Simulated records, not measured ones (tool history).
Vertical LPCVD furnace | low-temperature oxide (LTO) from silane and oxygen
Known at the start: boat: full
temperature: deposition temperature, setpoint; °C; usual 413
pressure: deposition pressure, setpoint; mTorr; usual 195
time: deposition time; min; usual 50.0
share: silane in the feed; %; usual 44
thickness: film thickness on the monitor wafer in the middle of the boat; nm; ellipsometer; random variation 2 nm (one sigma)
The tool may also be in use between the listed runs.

run,hour,temperature,pressure,time,share,wafers since the last listed run,hours since the last temperature calibration,hours since the pressure gauge was zeroed,hours since the silane flow controller was replaced,hours since the gauge calibration,"read-back reference wafer on the same gauge, thickness",thickness
1,0.0,413,195,50.0,44,0,1788.5,1704.5,1866.4,869.0,569.21,488.46
2,18.2,413,195,50.0,44,246,1806.7,1722.7,1884.6,887.2,569.39,492.40
# hour 49.1: pressure gauge zeroed
3,49.6,413,195,50.0,44,100,1838.1,0.5,1916.0,918.6,568.69,489.16
4,78.4,413,195,50.0,44,389,1866.9,29.3,1944.8,947.4,567.98,492.45
5,98.4,413,195,50.0,44,270,1886.9,49.3,1964.8,967.4,567.76,493.32
6,124.4,413,195,50.0,44,351,1912.9,75.3,1990.8,993.4,568.54,489.88
7,144.1,413,195,50.0,44,266,1932.6,95.0,2010.5,1013.1,568.21,493.52
# hour 195.6: silane flow controller replaced
8,196.1,413,195,50.0,44,378,1984.6,147.0,0.5,1065.1,568.59,509.06
9,200.7,413,195,50.0,50,62,1989.2,151.6,5.1,1069.7,567.75,569.85
10,214.7,408,195,40.5,44,189,2003.2,165.6,19.1,1083.7,569.31,393.12
11,229.7,425,195,58.0,44,202,2018.2,180.6,34.1,1098.7,568.78,658.82
12,251.9,413,195,50.0,44,300,2040.4,202.8,56.3,1120.9,568.59,509.26
13,281.6,423,195,44.5,49,401,2070.1,232.5,86.0,1150.6,570.30,547.50
14,312.3,413,235,50.0,44,415,2100.8,263.2,116.7,1181.3,569.72,606.56
15,331.9,424,165,32.0,50,265,2120.4,282.8,136.3,1200.9,570.54,340.82
# hour 373.0: thermocouples replaced and temperature profile calibrated
16,373.5,423,165,50.0,48,238,0.5,324.4,177.9,1242.5,569.32,487.33
17,387.6,413,195,50.0,44,190,14.6,338.5,192.0,1256.6,569.43,484.47
18,410.0,413,195,50.0,44,303,37.0,360.9,214.4,1279.0,568.35,481.01
19,439.3,420,240,33.0,50,396,66.3,390.2,243.7,1308.3,568.31,475.20
# hour 458.4: gauge calibrated
20,472.6,413,195,50.0,44,450,99.6,423.5,277.0,14.2,568.57,490.20
21,499.2,406,240,50.0,44,359,126.2,450.1,303.6,40.8,568.09,560.62
22,525.6,413,150,67.5,44,357,152.6,476.5,330.0,67.2,568.89,503.32
23,538.8,406,195,50.0,39,178,165.8,489.7,343.2,80.4,570.54,395.94
24,563.2,418,160,33.0,44,330,190.2,514.1,367.6,104.8,568.83,278.17
25,595.7,418,195,61.0,47,439,222.7,546.6,400.1,137.3,569.37,660.56
26,616.1,413,150,65.5,44,275,243.1,567.0,420.5,157.7,568.74,491.71
27,633.8,406,175,62.5,47,239,260.8,584.7,438.2,175.4,568.11,545.15
28,656.6,413,195,50.0,44,308,283.6,607.5,461.0,198.2,569.40,488.60
29,685.5,408,155,61.5,50,390,312.5,636.4,489.9,227.1,569.58,513.38
30,714.8,413,235,32.5,50,396,341.8,665.7,519.2,256.4,568.25,428.85
31,738.7,413,240,50.0,44,323,365.7,689.6,543.1,280.3,569.43,599.73

The same runs without the tool's hidden state, with the same run-to-run variation:
The hidden state here: true tube temperature minus thermocouple reading, K; true pressure minus gauge reading, mTorr; deviation of the silane flow from its setpoint, %; gauge reads high (%).
run,thickness
1,480.75
2,484.73
3,481.73
4,485.14
5,486.12
6,482.90
7,486.61
8,485.90
9,544.91
10,374.96
11,630.41
12,486.39
13,524.59
14,579.74
15,326.80
16,486.47
17,483.67
18,479.78
19,472.90
20,487.81
21,557.29
22,499.99
23,393.58
24,276.06
25,654.42
26,487.20
27,539.27
28,483.64
29,506.73
30,423.08
31,592.60

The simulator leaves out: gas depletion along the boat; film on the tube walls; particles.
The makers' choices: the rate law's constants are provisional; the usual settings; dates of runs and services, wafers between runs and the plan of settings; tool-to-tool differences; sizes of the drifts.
